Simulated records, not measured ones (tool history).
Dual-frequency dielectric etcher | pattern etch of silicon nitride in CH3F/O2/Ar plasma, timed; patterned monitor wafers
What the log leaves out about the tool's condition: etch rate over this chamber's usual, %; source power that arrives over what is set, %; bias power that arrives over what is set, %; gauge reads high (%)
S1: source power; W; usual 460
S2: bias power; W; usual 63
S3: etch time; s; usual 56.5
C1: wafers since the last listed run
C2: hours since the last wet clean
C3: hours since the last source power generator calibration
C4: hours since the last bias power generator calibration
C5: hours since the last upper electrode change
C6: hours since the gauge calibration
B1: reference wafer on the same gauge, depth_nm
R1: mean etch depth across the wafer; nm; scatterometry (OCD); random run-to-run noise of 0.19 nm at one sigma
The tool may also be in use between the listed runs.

run 1 hour=0.0 | S1=460 S2=51 S3=56.5 | C1=0 C2=128.9 C3=1977.2 C4=1821.1 C5=5898.3 C6=591.1 | B1=38.59 | R1=39.18
-- hour=22.9 gauge calibrated
run 2 hour=28.3 | S1=460 S2=63 S3=56.5 | C1=272 C2=157.2 C3=2005.5 C4=1849.4 C5=5926.6 C6=5.4 | B1=38.61 | R1=43.26
run 3 hour=83.0 | S1=460 S2=63 S3=68.0 | C1=527 C2=211.9 C3=2060.2 C4=1904.1 C5=5981.3 C6=60.1 | B1=38.63 | R1=52.59
run 4 hour=166.0 | S1=460 S2=63 S3=56.5 | C1=799 C2=294.9 C3=2143.2 C4=1987.1 C5=6064.3 C6=143.1 | B1=38.56 | R1=43.48
run 5 hour=192.1 | S1=460 S2=63 S3=56.5 | C1=251 C2=321.0 C3=2169.3 C4=2013.2 C5=6090.4 C6=169.2 | B1=38.60 | R1=43.33
run 6 hour=237.5 | S1=460 S2=63 S3=56.5 | C1=437 C2=366.4 C3=2214.7 C4=2058.6 C5=6135.8 C6=214.6 | B1=38.60 | R1=43.72
run 7 hour=279.7 | S1=440 S2=76 S3=56.5 | C1=406 C2=408.6 C3=2256.9 C4=2100.8 C5=6178.0 C6=256.8 | B1=38.56 | R1=46.51
run 8 hour=335.0 | S1=460 S2=63 S3=56.5 | C1=532 C2=463.9 C3=2312.2 C4=2156.1 C5=6233.3 C6=312.1 | B1=38.61 | R1=43.59
-- hour=366.2 wet clean of the chamber
-- hour=397.1 upper electrode replaced
run 9 hour=397.6 | S1=460 S2=60 S3=64.5 | C1=140 C2=31.4 C3=2374.8 C4=2218.7 C5=0.5 C6=374.7 | B1=38.60 | R1=48.35
run 10 hour=431.9 | S1=460 S2=60 S3=64.5 | C1=330 C2=65.7 C3=2409.1 C4=2253.0 C5=34.8 C6=409.0 | B1=38.58 | R1=48.51
run 11 hour=477.9 | S1=510 S2=68 S3=70.0 | C1=443 C2=111.7 C3=2455.1 C4=2299.0 C5=80.8 C6=455.0 | B1=38.61 | R1=58.15
run 12 hour=516.8 | S1=460 S2=63 S3=66.0 | C1=374 C2=150.6 C3=2494.0 C4=2337.9 C5=119.7 C6=493.9 | B1=38.60 | R1=50.62

Expected results for the next run?
run 13 hour=587.0 | S1=510 S2=78 S3=70.0 | C1=676 C2=220.8 C3=2564.2 C4=2408.1 C5=189.9 C6=564.1 | B1=? | R1=?

Logged for run 13: B1 38.57, R1 62.05 nm.
Had the tool carried no hidden state, the very same run would have given R1 62.05 nm.
